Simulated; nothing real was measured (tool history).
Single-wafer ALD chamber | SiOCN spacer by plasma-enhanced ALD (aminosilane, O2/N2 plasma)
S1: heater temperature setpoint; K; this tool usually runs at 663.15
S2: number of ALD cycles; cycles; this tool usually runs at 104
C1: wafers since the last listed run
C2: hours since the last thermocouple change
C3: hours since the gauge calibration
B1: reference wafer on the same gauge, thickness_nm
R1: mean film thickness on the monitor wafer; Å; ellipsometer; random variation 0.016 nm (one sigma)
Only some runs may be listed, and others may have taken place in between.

run	day	S1	S2	C1	C2	C3	B1	R1
1	0	663.15	104	0	870.6	462.4	5.995	64.89
2	2.421	658.15	111	167	928.7	520.5	5.999	69.42
3	6.367	658.15	111	272	1023.4	615.2	5.995	69.13
4	9.012	663.15	104	183	1086.9	678.7	5.998	64.81
5	10.688	668.15	104	115	1127.1	718.9	6.002	64.82
6	12.738	668.15	104	141	1176.3	768.1	6	64.99
7	14.408	663.15	104	115	1216.4	808.2	5.999	64.85
8	15.929	663.15	104	105	1252.9	844.7	5.999	65.13
9	18.679	659.15	115	190	1318.9	910.7	5.999	71.74
10	21.262	659.15	115	178	1380.9	972.7	6.001	71.8
11	25.217	659.15	115	273	1475.8	1067.6	5.998	72.02
12	29.312	663.15	115	283	1574.1	1165.9	6.003	71.62
13	33.65	663.15	115	300	1678.2	1270	6.003	71.9
14	37.362	663.15	104	256	1767.3	1359.1	6	64.71
# day 40.792: thermocouple changed; heater temperature recalibrated
15	40.879	663.15	104	220	2.1	1443.5	5.991	64.86
16	45.15	663.15	104	295	104.6	1546	6.008	64.87
17	46.917	663.15	104	122	147	1588.4	6.006	64.55
18	50.95	659.15	114	278	243.8	1685.2	6.004	71.12
19	54.046	663.15	104	214	318.1	1759.5	6.003	65.06
20	56.529	663.15	104	171	377.7	1819.1	5.997	64.86
21	59.942	663.15	95	236	459.6	1901	5.995	59.39
22	63.967	663.15	87	278	556.2	1997.6	6.001	54.4
23	66.367	658.15	84	166	613.8	2055.2	6	52.37
24	68.621	663.15	104	155	667.9	2109.3	6	64.97
25	71.208	663.15	104	178	730	2171.4	6	65.09
26	74.196	667.15	116	206	801.7	2243.1	5.997	72.26
27	77.642	663.15	96	238	884.4	2325.8	5.994	59.98
# day 78.642: gauge calibrated
28	81.2	663.15	104	246	969.8	61.4	5.998	64.91
29	84.867	663.15	104	253	1057.8	149.4	6.001	64.71
30	88.583	671.15	118	257	1147	238.6	6.001	73.65
31	90.938	655.15	85	162	1203.5	295.1	5.999	53.06
32	94.912	663.15	86	274	1298.9	390.5	6.007	53.83
33	97.096	663.15	104	151	1351.3	442.9	6.005	64.7
34	99.779	677.15	121	185	1415.7	507.3	6.001	74.22

Here are 5 independent what-if runs from the current tool condition. What would each one return?
A	99.804	663.15	104	1	1416.3	507.9	?	?
B	99.804	654.15	113	1	1416.3	507.9	?	?
C	99.804	670.15	104	1	1416.3	507.9	?	?
D	99.804	651.15	95	1	1416.3	507.9	?	?
E	99.804	677.15	104	1	1416.3	507.9	?	?

run	B1	R1
A	6.004	65
B	6.004	70.63
C	6.004	65
D	6.004	59.38
E	6.004	63.91
What these runs would have given with no unlogged condition in the tool:
run	R1
A	65
B	70.63
C	65
D	59.38
E	63.91
